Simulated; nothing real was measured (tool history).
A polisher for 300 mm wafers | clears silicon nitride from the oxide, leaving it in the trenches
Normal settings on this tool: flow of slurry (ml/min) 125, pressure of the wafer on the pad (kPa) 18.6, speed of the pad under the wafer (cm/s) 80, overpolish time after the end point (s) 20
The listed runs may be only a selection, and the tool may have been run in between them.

run,hour,flow of slurry (ml/min),pressure of the wafer on the pad (kPa),speed of the pad under the wafer (cm/s),overpolish time after the end point (s),wafers since the last listed run,wafers polished on this pad,hours since the slurry nozzle was cleaned,hours since the head pressure was calibrated,"incoming thickness of the incoming film, nm",time until the end point was called (s)
1,0.0,125,18.6,80,20,0,311,69.4,1442.3,90.1,111.2
2,34.5,125,18.6,80,20,248,560,103.9,1476.8,90.4,112.5
3,65.5,125,18.6,80,20,223,783,134.9,1507.8,90.0,114.4
4,99.3,125,18.6,80,20,243,1027,168.7,1541.6,91.2,127.2
# hour 114.2: worn pad replaced by a new one
5,128.3,125,18.6,80,20,180,101,197.7,1570.6,89.4,111.3
6,149.8,125,18.6,80,20,154,256,219.2,1592.1,89.5,113.2
# hour 161.8: head pressure recalibrated
7,184.2,125,20.0,80,20,233,489,253.6,22.4,89.4,103.5
8,212.8,125,20.0,80,20,206,695,282.2,51.0,89.6,106.0
9,245.9,125,20.0,80,20,238,934,315.3,84.1,90.2,110.7
10,265.4,125,18.6,80,20,140,1074,334.8,103.6,90.2,124.4
# hour 299.2: worn pad replaced by a new one
11,299.7,125,18.6,98,20,218,3,369.1,137.9,88.9,89.9
12,318.3,150,14.5,80,20,133,137,387.7,156.5,89.8,141.2
# hour 339.7: slurry nozzle cleaned
13,342.8,165,18.6,70,20,169,307,3.1,181.0,89.3,124.2
14,368.8,125,18.6,80,20,187,494,29.1,207.0,91.8,120.4
15,388.7,125,16.5,80,20,143,637,49.0,226.9,90.0,134.9
16,411.1,155,22.8,80,10,161,799,71.4,249.3,91.3,96.5
17,443.3,140,13.8,92,32,231,1031,103.6,281.5,90.2,144.2
18,455.4,125,24.1,80,26,87,1118,115.7,293.6,90.2,98.1
# hour 461.4: worn pad replaced by a new one
19,476.7,125,18.6,92,9,124,110,137.0,314.9,89.7,97.3
20,490.3,125,16.5,80,20,97,208,150.6,328.5,89.0,126.5
21,515.9,125,18.6,80,20,184,392,176.2,354.1,89.4,113.7

3 options for the next run, each taken on its own from the tool as it stands now. Forecast them:
A,516.4,125,18.6,80,30,3,396,176.7,354.6,91.9,?
B,516.4,85,18.6,56,25,3,396,176.7,354.6,91.9,?
C,516.4,100,21.4,68,29,3,396,176.7,354.6,91.9,?

run,time until the end point was called (s)
A,115.8
B,178.0
C,123.6
Without the tool's unlogged condition, the same runs would have read:
run,time until the end point was called (s)
A,110.5
B,170.0
C,118.0
